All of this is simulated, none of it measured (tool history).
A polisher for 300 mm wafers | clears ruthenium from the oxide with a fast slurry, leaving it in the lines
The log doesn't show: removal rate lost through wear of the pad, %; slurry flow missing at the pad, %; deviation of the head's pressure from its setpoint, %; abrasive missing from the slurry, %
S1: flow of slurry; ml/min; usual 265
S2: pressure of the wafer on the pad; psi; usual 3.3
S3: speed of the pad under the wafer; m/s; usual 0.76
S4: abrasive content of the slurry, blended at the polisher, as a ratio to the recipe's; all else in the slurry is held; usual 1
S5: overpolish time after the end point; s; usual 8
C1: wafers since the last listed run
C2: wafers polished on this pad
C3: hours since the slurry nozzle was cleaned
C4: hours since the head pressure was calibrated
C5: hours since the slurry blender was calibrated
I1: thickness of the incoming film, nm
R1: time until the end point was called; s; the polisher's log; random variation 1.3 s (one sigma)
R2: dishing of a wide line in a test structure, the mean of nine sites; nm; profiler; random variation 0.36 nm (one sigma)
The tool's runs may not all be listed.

run 1 hour=0 | S1=265 S2=4 S3=0.76 S4=1 S5=8 | C1=0 C2=3346 C3=64.5 C4=480.7 C5=180.2 | I1=310.8 | R1=58.9 R2=20
run 2 hour=65.2 | S1=265 S2=4 S3=0.76 S4=1 S5=8 | C1=799 C2=4146 C3=129.7 C4=545.9 C5=245.4 | I1=307 | R1=57.8 R2=19.5
run 3 hour=102.1 | S1=265 S2=3.3 S3=0.76 S4=1 S5=8 | C1=452 C2=4598 C3=166.6 C4=582.8 C5=282.3 | I1=312.3 | R1=71.9 R2=17.9
-- hour=149.8 worn pad replaced by a new one
run 4 hour=159.6 | S1=265 S2=3.3 S3=0.76 S4=1 S5=8 | C1=656 C2=120 C3=224.1 C4=640.3 C5=339.8 | I1=305.8 | R1=71 R2=18.5
run 5 hour=204.5 | S1=265 S2=3.3 S3=0.76 S4=1 S5=12 | C1=550 C2=670 C3=269 C4=685.2 C5=384.7 | I1=311.3 | R1=69.8 R2=22.1
run 6 hour=243.6 | S1=265 S2=3.3 S3=0.76 S4=1 S5=8 | C1=479 C2=1150 C3=308.1 C4=724.3 C5=423.8 | I1=315.1 | R1=72.8 R2=18.2
run 7 hour=279.5 | S1=265 S2=2.2 S3=0.76 S4=0.9 S5=10 | C1=440 C2=1590 C3=344 C4=760.2 C5=459.7 | I1=307.4 | R1=111.7 R2=16.1
-- hour=324.5 slurry blender recalibrated
run 8 hour=341.8 | S1=265 S2=3.3 S3=0.76 S4=1.2 S5=8 | C1=739 C2=2329 C3=406.3 C4=822.5 C5=17.3 | I1=307.6 | R1=60.2 R2=19.3
run 9 hour=399.3 | S1=265 S2=3.3 S3=0.9 S4=1 S5=10 | C1=705 C2=3035 C3=463.8 C4=880 C5=74.8 | I1=307.3 | R1=59.3 R2=21.1
run 10 hour=428.7 | S1=265 S2=3.3 S3=0.76 S4=1 S5=8 | C1=360 C2=3395 C3=493.2 C4=909.4 C5=104.2 | I1=308.6 | R1=68.3 R2=18.9
-- hour=475.3 slurry nozzle cleaned
run 11 hour=487 | S1=265 S2=3.3 S3=0.76 S4=1 S5=5 | C1=702 C2=4098 C3=11.7 C4=967.7 C5=162.5 | I1=308.5 | R1=68.4 R2=13.8
run 12 hour=519.4 | S1=335 S2=2.2 S3=0.76 S4=1.3 S5=8 | C1=397 C2=4495 C3=44.1 C4=1000.1 C5=194.9 | I1=308.1 | R1=85.8 R2=16.1
run 13 hour=557.1 | S1=265 S2=3.7 S3=0.52 S4=1 S5=8 | C1=462 C2=4957 C3=81.8 C4=1037.8 C5=232.6 | I1=306.2 | R1=78.8 R2=16.8
run 14 hour=595.8 | S1=265 S2=2.2 S3=0.76 S4=0.9 S5=10 | C1=474 C2=5432 C3=120.5 C4=1076.5 C5=271.3 | I1=310.1 | R1=109.1 R2=16.4
-- hour=615.3 worn pad replaced by a new one
run 15 hour=641.6 | S1=265 S2=3.3 S3=0.76 S4=1 S5=8 | C1=512 C2=322 C3=166.3 C4=1122.3 C5=317.1 | I1=308.6 | R1=66.2 R2=18.8
run 16 hour=677.2 | S1=265 S2=3.3 S3=0.96 S4=0.9 S5=8 | C1=436 C2=758 C3=201.9 C4=1157.9 C5=352.7 | I1=313.7 | R1=60.8 R2=19.9
run 17 hour=714.7 | S1=265 S2=4 S3=0.52 S4=0.8 S5=4 | C1=459 C2=1218 C3=239.4 C4=1195.4 C5=390.2 | I1=312.7 | R1=89 R2=10.4
-- hour=735.8 head pressure recalibrated
run 18 hour=755.3 | S1=265 S2=4 S3=0.76 S4=0.8 S5=5 | C1=473 C2=1691 C3=280 C4=19.5 C5=430.8 | I1=307.4 | R1=73 R2=13.7
run 19 hour=822.4 | S1=315 S2=3.3 S3=0.92 S4=1 S5=11 | C1=822 C2=2514 C3=347.1 C4=86.6 C5=497.9 | I1=312.4 | R1=61.3 R2=22.1
-- hour=856.3 slurry blender recalibrated
-- hour=937.9 slurry nozzle cleaned
run 20 hour=1000.9 | S1=265 S2=4 S3=0.76 S4=1 S5=8 | C1=2152 C2=4666 C3=63 C4=265.1 C5=144.6 | I1=308.2 | R1=59.4 R2=20
run 21 hour=1055.1 | S1=300 S2=3.3 S3=0.76 S4=1 S5=8 | C1=664 C2=5331 C3=117.2 C4=319.3 C5=198.8 | I1=309.9 | R1=71.6 R2=18.1
run 22 hour=1085 | S1=265 S2=3.3 S3=0.76 S4=1 S5=8 | C1=366 C2=5698 C3=147.1 C4=349.2 C5=228.7 | I1=308.3 | R1=74.7 R2=18.2
run 23 hour=1112 | S1=315 S2=3.3 S3=0.5 S4=1 S5=13 | C1=331 C2=6029 C3=174.1 C4=376.2 C5=255.7 | I1=310.7 | R1=102.1 R2=19.9
-- hour=1125.7 worn pad replaced by a new one
run 24 hour=1166.3 | S1=210 S2=4.4 S3=0.76 S4=0.7 S5=11 | C1=616 C2=497 C3=228.4 C4=430.5 C5=310 | I1=316.2 | R1=74.7 R2=20.7
run 25 hour=1195.1 | S1=265 S2=3.3 S3=1 S4=1 S5=6 | C1=353 C2=850 C3=257.2 C4=459.3 C5=338.8 | I1=308.9 | R1=58.2 R2=17.6
run 26 hour=1263.4 | S1=265 S2=2.3 S3=0.76 S4=1 S5=6 | C1=837 C2=1688 C3=325.5 C4=527.6 C5=407.1 | I1=306.4 | R1=102 R2=12.4
run 27 hour=1327.5 | S1=210 S2=3.3 S3=0.52 S4=1 S5=8 | C1=786 C2=2474 C3=389.6 C4=591.7 C5=471.2 | I1=304.5 | R1=96.3 R2=14.9
-- hour=1335.5 slurry blender recalibrated
-- hour=1373.5 slurry nozzle cleaned
run 28 hour=1384.1 | S1=205 S2=3.3 S3=0.76 S4=1 S5=6 | C1=657 C2=3131 C3=10.6 C4=648.3 C5=48.6 | I1=309.9 | R1=74.2 R2=15.4
run 29 hour=1505.7 | S1=265 S2=3.3 S3=0.76 S4=1 S5=8 | C1=1491 C2=4622 C3=132.2 C4=769.9 C5=170.2 | I1=312.1 | R1=71.2 R2=18.6

3 ways to go on from here, each from the tool as it stands after run 29. What would each give?
run A hour=1506.1 | S1=265 S2=3.3 S3=0.76 S4=1 S5=8 | C1=4 C2=4627 C3=132.6 C4=770.3 C5=170.6 | I1=315.8 | R1=? R2=?
run B hour=1506.1 | S1=210 S2=3.3 S3=0.76 S4=1.1 S5=8 | C1=4 C2=4627 C3=132.6 C4=770.3 C5=170.6 | I1=315.8 | R1=? R2=?
run C hour=1506.1 | S1=265 S2=3.3 S3=0.86 S4=1.1 S5=8 | C1=4 C2=4627 C3=132.6 C4=770.3 C5=170.6 | I1=315.8 | R1=? R2=?

run=A R1=71 R2=18.5
run=B R1=69 R2=18.7
run=C R1=60.5 R2=19.9
Without the tool's hidden state the same runs would have given:
run=A R1=75.6 R2=17.9
run=B R1=73.5 R2=18.2
run=C R1=64.4 R2=19.4

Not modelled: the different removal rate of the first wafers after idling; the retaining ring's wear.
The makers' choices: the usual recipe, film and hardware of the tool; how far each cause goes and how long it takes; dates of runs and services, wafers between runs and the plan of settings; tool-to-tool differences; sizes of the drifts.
